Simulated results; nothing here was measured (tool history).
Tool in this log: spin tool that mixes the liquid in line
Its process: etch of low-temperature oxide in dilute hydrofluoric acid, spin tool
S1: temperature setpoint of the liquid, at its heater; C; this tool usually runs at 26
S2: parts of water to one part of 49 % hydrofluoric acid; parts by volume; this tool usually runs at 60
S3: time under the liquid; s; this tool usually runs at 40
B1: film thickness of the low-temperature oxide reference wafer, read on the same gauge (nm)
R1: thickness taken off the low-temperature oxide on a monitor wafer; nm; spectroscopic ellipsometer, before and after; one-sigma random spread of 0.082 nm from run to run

Run 1, hour 0: usual settings but S3 50 s; B1 130.02. Result: R1 8.99 nm.
Run 2, hour 49.5: usual settings but S3 50 s; B1 129.99. Result: R1 8.74 nm.
Run 3, hour 61.2: usual settings but S2 80 parts by volume, S3 60 s; B1 130.02. Result: R1 7.62 nm.
Run 4, hour 73.1: usual settings but S2 80 parts by volume, S3 60 s; B1 129.99. Result: R1 7.61 nm.
Run 5, hour 81.1: usual settings but S2 80 parts by volume, S3 60 s; B1 130.01. Result: R1 7.62 nm.
Run 6, hour 95.9: usual settings; B1 130. Result: R1 6.95 nm.
Run 7, hour 105.9: usual settings; B1 129.98. Result: R1 6.72 nm.
Run 8, hour 121.4: usual settings; B1 130. Result: R1 6.82 nm.
Run 9, hour 137: usual settings; B1 130.01. Result: R1 6.88 nm.
Run 10, hour 148.2: usual settings; B1 130. Result: R1 6.77 nm.
Run 11, hour 155.3: usual settings; B1 130. Result: R1 6.86 nm.
Run 12, hour 163.5: usual settings; B1 130. Result: R1 6.89 nm.
Run 13, hour 170.3: usual settings; B1 130.01. Result: R1 6.84 nm.
Run 14, hour 184.9: usual settings but S1 28.5 C, S2 30 parts by volume; B1 130.01. Result: R1 15.37 nm.
At hour 194.6: thermometer replaced.
Run 15, hour 200.5: usual settings but S2 35 parts by volume; B1 130. Result: R1 12.95 nm.
Run 16, hour 213.7: usual settings but S3 60 s; B1 129.99. Result: R1 10.9 nm.
Run 17, hour 235.7: usual settings; B1 130.02. Result: R1 7.24 nm.
At hour 238.3: gauge calibrated.
Run 18, hour 251.8: usual settings but S1 21 C; B1 130.01. Result: R1 5.94 nm.
Run 19, hour 258.4: usual settings but S3 45 s; B1 129.99. Result: R1 7.93 nm.
At hour 265.8: hydrofluoric acid flow meter replaced.
Run 20, hour 275.3: usual settings; B1 130.02. Result: R1 8.05 nm.
Run 21, hour 287.9: usual settings but S1 22.5 C, S2 35 parts by volume, S3 60 s; B1 130. Result: R1 18.28 nm.
Run 22, hour 294.9: usual settings; B1 130.02. Result: R1 7.86 nm.
Run 23, hour 307.9: usual settings; B1 129.99. Result: R1 8.14 nm.
Run 24, hour 317: usual settings but S2 75 parts by volume, S3 50 s; B1 129.98. Result: R1 7.81 nm.
Run 25, hour 327.4: usual settings but S2 70 parts by volume; B1 130. Result: R1 6.63 nm.
Run 26, hour 338.9: usual settings but S1 21.5 C, S3 60 s; B1 130. Result: R1 9.75 nm.
Run 27, hour 356.7: usual settings but S1 28.5 C, S2 40 parts by volume; B1 130.01. Result: R1 13.35 nm.
Run 28, hour 362.8: usual settings but S1 27.5 C, S2 85 parts by volume, S3 15 s; B1 129.97. Result: R1 2.13 nm.
Run 29, hour 372.2: usual settings but S3 30 s; B1 130.02. Result: R1 5.92 nm.
Run 30, hour 379.3: usual settings; B1 130. Result: R1 7.76 nm.
Run 31, hour 395.4: usual settings but S2 40 parts by volume, S3 25 s; B1 129.99. Result: R1 7.48 nm.
Run 32, hour 409.3: usual settings but S2 80 parts by volume; B1 130. Result: R1 5.74 nm.
Run 33, hour 426.6: usual settings but S1 30.5 C, S2 85 parts by volume, S3 25 s; B1 130. Result: R1 3.88 nm.
Run 34, hour 444.4: usual settings; B1 129.99. Result: R1 7.77 nm.

Predict each of these 3 candidate next runs independently; none follows another, all start after run 34:
Run A, hour 444.8: usual settings; B1 ?. Result: R1 ?.
Run B, hour 444.8: usual settings but S1 28.5 C, S3 55 s; B1 ?. Result: R1 ?.
Run C, hour 444.8: usual settings but S2 40 parts by volume, S3 55 s; B1 ?. Result: R1 ?.

run      B1     R1
  A  129.99   7.69
  B  129.99   11.7
  C  129.99  16.31
Stripped of hidden state, with their random variation kept, the same runs would have yielded:
run     R1
  A   8.37
  B  12.71
  C  17.75
